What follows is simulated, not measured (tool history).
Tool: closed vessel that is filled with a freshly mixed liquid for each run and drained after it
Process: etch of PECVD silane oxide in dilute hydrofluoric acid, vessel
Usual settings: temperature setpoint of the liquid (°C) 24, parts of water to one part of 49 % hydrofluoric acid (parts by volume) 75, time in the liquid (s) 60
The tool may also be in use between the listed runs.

run   hour  temperature setpoint of the liquid (°C)  parts of water to one part of 49 % hydrofluoric acid (parts by volume)  time in the liquid (s)  wafers since the last listed run  hours since the thermometer was replaced  hours since the hydrofluoric acid flow meter was replaced  hours since the gauge calibration  read-back film thickness of the PECVD silane oxide reference wafer, read on the same gauge (nm)  thickness taken off the PECVD silane oxide on a monitor wafer (angstrom)
  1      0                                       24                                                                      75                      60                                 0                                    1318.8                                                     1365.4                              414.5                                                                                            90.02                                                                     333.4
  2   14.9                                       24                                                                      75                      60                              2042                                    1333.7                                                     1380.3                              429.4                                                                                            89.99                                                                     332.1
  3   48.3                                       24                                                                      75                      60                              4577                                    1367.1                                                     1413.7                              462.8                                                                                            90.02                                                                     335.7
  4     70                                       24                                                                      60                      60                              2974                                    1388.8                                                     1435.4                              484.5                                                                                            89.98                                                                     429.4
  5   95.9                                       24                                                                      60                      60                              3549                                    1414.7                                                     1461.3                              510.4                                                                                            90.01                                                                     429.4
  6  117.9                                       24                                                                      60                      60                              3015                                    1436.7                                                     1483.3                              532.4                                                                                            90.03                                                                     428.2
  7    141                                       24                                                                      75                      60                              3166                                    1459.8                                                     1506.4                              555.5                                                                                            90.01                                                                     338.7
  8  161.3                                       24                                                                      75                      60                              2782                                    1480.1                                                     1526.7                              575.8                                                                                            89.99                                                                     332.6
  9  175.1                                       24                                                                      75                      60                              1891                                    1493.9                                                     1540.5                              589.6                                                                                            90.01                                                                     333.1
       184  -- gauge calibrated
 10  187.8                                       24                                                                      75                      60                              1740                                    1506.6                                                     1553.2                                3.8                                                                                               90                                                                     336.9
 11  218.9                                       24                                                                      75                      50                              4262                                    1537.7                                                     1584.3                               34.9                                                                                            90.03                                                                     276.1
     232.4  -- hydrofluoric acid flow meter replaced
 12  243.7                                       24                                                                      75                      50                              3262                                    1562.5                                                       11.3                               59.7                                                                                            90.02                                                                       278
 13  267.5                                       24                                                                      75                      80                              3262                                    1586.3                                                       35.1                               83.5                                                                                            90.02                                                                     448.5
 14  288.1                                       24                                                                      45                      60                              2823                                    1606.9                                                       55.7                              104.1                                                                                            89.99                                                                     586.5
     345.3  -- thermometer replaced
 15  354.9                                       24                                                                      75                      60                              9018                                       9.6                                                      122.5                              170.9                                                                                               90                                                                     334.4
 16  382.7                                       24                                                                      75                      80                              3810                                      37.4                                                      150.3                              198.7                                                                                               90                                                                     446.6
 17  417.6                                       27                                                                      85                      35                              4783                                      72.3                                                      185.2                              233.6                                                                                            90.01                                                                     190.1
 18  433.3                                       24                                                                      55                      60                              2151                                        88                                                      200.9                              249.3                                                                                            90.01                                                                     471.3
 19  446.6                                       21                                                                      55                      90                              1822                                     101.3                                                      214.2                              262.6                                                                                            90.01                                                                     628.9
 20  468.2                                       24                                                                      45                      60                              2960                                     122.9                                                      235.8                              284.2                                                                                            89.99                                                                       579
 21  495.8                                       24                                                                     100                      60                              3782                                     150.5                                                      263.4                              311.8                                                                                            89.99                                                                     245.2
 22  522.5                                       24                                                                     110                      35                              3659                                     177.2                                                      290.1                              338.5                                                                                            90.03                                                                     128.2
 23  557.1                                       24                                                                      75                      60                              4742                                     211.8                                                      324.7                              373.1                                                                                            89.99                                                                     334.1
 24  583.5                                       24                                                                      75                      30                              3618                                     238.2                                                      351.1                              399.5                                                                                            90.02                                                                     168.1

What the log doesn't show, run by run:
liquid hotter than its thermometer reads (K): 0 in every run
hydrofluoric acid flow above the setpoint (%): 0 in every run
gauge reads high (%): 0 in every run
